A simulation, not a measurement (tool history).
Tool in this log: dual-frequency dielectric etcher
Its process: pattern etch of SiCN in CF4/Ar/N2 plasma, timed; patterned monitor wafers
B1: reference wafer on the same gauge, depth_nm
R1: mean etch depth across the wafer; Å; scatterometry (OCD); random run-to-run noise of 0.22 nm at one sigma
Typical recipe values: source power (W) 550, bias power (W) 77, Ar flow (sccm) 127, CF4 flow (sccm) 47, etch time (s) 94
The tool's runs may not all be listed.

Run 1, hour 0: usual settings; B1 101.5. Result: R1 939 Å.
At hour 13.2: Ar flow controller replaced.
At hour 16.1: bias power generator calibrated.
At hour 33.3: upper electrode replaced.
At hour 52.7: wet clean of the chamber.
Run 2, hour 53.2: usual settings; B1 101.5. Result: R1 940 Å.
Run 3, hour 111.3: usual settings but bias power (W) 64; B1 101.6. Result: R1 869 Å.
Run 4, hour 170.1: usual settings but bias power (W) 64; B1 101.5. Result: R1 873 Å.
Run 5, hour 194.4: usual settings but source power (W) 600, etch time (s) 108; B1 101.6. Result: R1 1139 Å.
Run 6, hour 249.1: usual settings but source power (W) 480, bias power (W) 61, Ar flow (sccm) 139, etch time (s) 75.5; B1 101.6. Result: R1 623 Å.
Run 7, hour 309.7: usual settings; B1 101.6. Result: R1 946 Å.
Run 8, hour 357.1: usual settings but source power (W) 640, Ar flow (sccm) 119, etch time (s) 104.5; B1 101.5. Result: R1 1169 Å.
At hour 404.8: gauge calibrated.
At hour 429.9: wet clean of the chamber.
Run 9, hour 430.4: usual settings but bias power (W) 91, Ar flow (sccm) 141, CF4 flow (sccm) 39; B1 101.6. Result: R1 967 Å.
At hour 489.2: CF4 flow controller replaced.
Run 10, hour 489.7: usual settings but etch time (s) 79; B1 101.5. Result: R1 793 Å.
Run 11, hour 524.7: usual settings but bias power (W) 85, CF4 flow (sccm) 59, etch time (s) 113.5; B1 101.6. Result: R1 1246 Å.
Run 12, hour 583.2: usual settings but bias power (W) 94; B1 101.6. Result: R1 1035 Å.
Run 13, hour 624: usual settings; B1 101.7. Result: R1 947 Å.
Run 14, hour 690: usual settings but Ar flow (sccm) 136; B1 101.5. Result: R1 935 Å.
Run 15, hour 733.1: usual settings but source power (W) 440, Ar flow (sccm) 99; B1 101.7. Result: R1 862 Å.
Run 16, hour 782: usual settings; B1 101.6. Result: R1 950 Å.
Run 17, hour 809.6: usual settings but bias power (W) 64; B1 101.6. Result: R1 878 Å.
At hour 888.5: wet clean of the chamber.
Run 18, hour 966: usual settings but bias power (W) 70, CF4 flow (sccm) 58; B1 101.5. Result: R1 955 Å.
Run 19, hour 991.6: usual settings; B1 101.6. Result: R1 953 Å.
Run 20, hour 1040.9: usual settings but Ar flow (sccm) 115; B1 101.6. Result: R1 967 Å.
Run 21, hour 1085.7: usual settings; B1 101.6. Result: R1 956 Å.

Table of differences, measured result less the result of that run with no hidden state. Run-to-run variation is the same in both. Gauge scatter possibly is not:
What the log doesn't record here: etch rate over this chamber's usual, %; source power that arrives over what is set, %; bias power that arrives over what is set, %; Ar flow that arrives over what is set, %; CF4 flow that arrives over what is set, %; gauge reads high (%).
run   R1
  1   +0
  2   +0
  3   +1
  4   +1
  5   +1
  6   +1
  7   +3
  8   +4
  9   +5
 10   +4
 11   +7
 12   +6
 13   +6
 14   +7
 15   +7
 16   +8
 17   +8
 18  +10
 19  +11
 20  +11
 21  +12
